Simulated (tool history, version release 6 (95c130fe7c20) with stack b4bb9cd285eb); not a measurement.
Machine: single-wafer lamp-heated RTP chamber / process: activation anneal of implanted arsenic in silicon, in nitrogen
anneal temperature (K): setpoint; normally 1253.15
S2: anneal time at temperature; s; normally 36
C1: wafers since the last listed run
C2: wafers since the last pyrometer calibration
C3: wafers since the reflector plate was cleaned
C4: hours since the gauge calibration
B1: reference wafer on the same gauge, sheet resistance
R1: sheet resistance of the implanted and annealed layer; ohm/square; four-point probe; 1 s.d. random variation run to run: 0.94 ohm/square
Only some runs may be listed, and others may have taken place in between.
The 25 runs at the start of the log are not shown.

run 26 day=13.496 | anneal_temperature_(K)=1228.15 S2=21 | C1=202 C2=1236 C3=1236 C4=104.2 | B1=736.54 | R1=633.20
run 27 day=14.188 | anneal_temperature_(K)=1227.15 S2=43 | C1=186 C2=1423 C3=1423 C4=120.8 | B1=736.96 | R1=631.34
run 28 day=14.604 | anneal_temperature_(K)=1267.15 S2=50 | C1=112 C2=1536 C3=1536 C4=130.8 | B1=737.13 | R1=621.25
run 29 day=15.079 | anneal_temperature_(K)=1253.15 S2=36 | C1=128 C2=1664 C3=1664 C4=142.2 | B1=737.48 | R1=626.87
run 30 day=15.467 | anneal_temperature_(K)=1242.15 S2=44 | C1=104 C2=1769 C3=1769 C4=151.5 | B1=737.72 | R1=628.29
run 31 day=16.162 | anneal_temperature_(K)=1274.15 S2=21 | C1=187 C2=1956 C3=1956 C4=168.2 | B1=738.19 | R1=629.18
run 32 day=16.646 | anneal_temperature_(K)=1276.15 S2=44 | C1=130 C2=2087 C3=2087 C4=179.8 | B1=738.60 | R1=619.20
run 33 day=17.258 | anneal_temperature_(K)=1253.15 S2=22 | C1=165 C2=2252 C3=2252 C4=194.5 | B1=739.04 | R1=632.73
run 34 day=17.725 | anneal_temperature_(K)=1264.15 S2=18 | C1=125 C2=2378 C3=2378 C4=205.7 | B1=738.88 | R1=633.48
run 35 day=18.417 | anneal_temperature_(K)=1253.15 S2=23 | C1=186 C2=2565 C3=2565 C4=222.3 | B1=739.35 | R1=630.33
run 36 day=19.133 | anneal_temperature_(K)=1275.15 S2=22 | C1=193 C2=2759 C3=2759 C4=239.5 | B1=740.03 | R1=628.04

Each row is a separate what-if for the run after 36, all from the same tool condition, not one after another. Results?
run A day=19.150 | anneal_temperature_(K)=1253.15 S2=36 | C1=4 C2=2763 C3=2763 C4=239.9 | B1=? | R1=?
run B day=19.150 | anneal_temperature_(K)=1239.15 S2=17 | C1=4 C2=2763 C3=2763 C4=239.9 | B1=? | R1=?
run C day=19.150 | anneal_temperature_(K)=1243.15 S2=15 | C1=4 C2=2763 C3=2763 C4=239.9 | B1=? | R1=?
run D day=19.150 | anneal_temperature_(K)=1273.15 S2=48 | C1=4 C2=2763 C3=2763 C4=239.9 | B1=? | R1=?
run E day=19.150 | anneal_temperature_(K)=1236.15 S2=42 | C1=4 C2=2763 C3=2763 C4=239.9 | B1=? | R1=?

run=A B1=739.85 R1=626.93
run=B B1=739.85 R1=634.11
run=C B1=739.85 R1=634.36
run=D B1=739.85 R1=618.64
run=E B1=739.85 R1=628.69
Take away the tool's hidden state, keep each run's random variation, and the runs would have read:
run=A R1=621.99
run=B R1=629.11
run=C R1=629.36
run=D R1=613.76
run=E R1=623.73
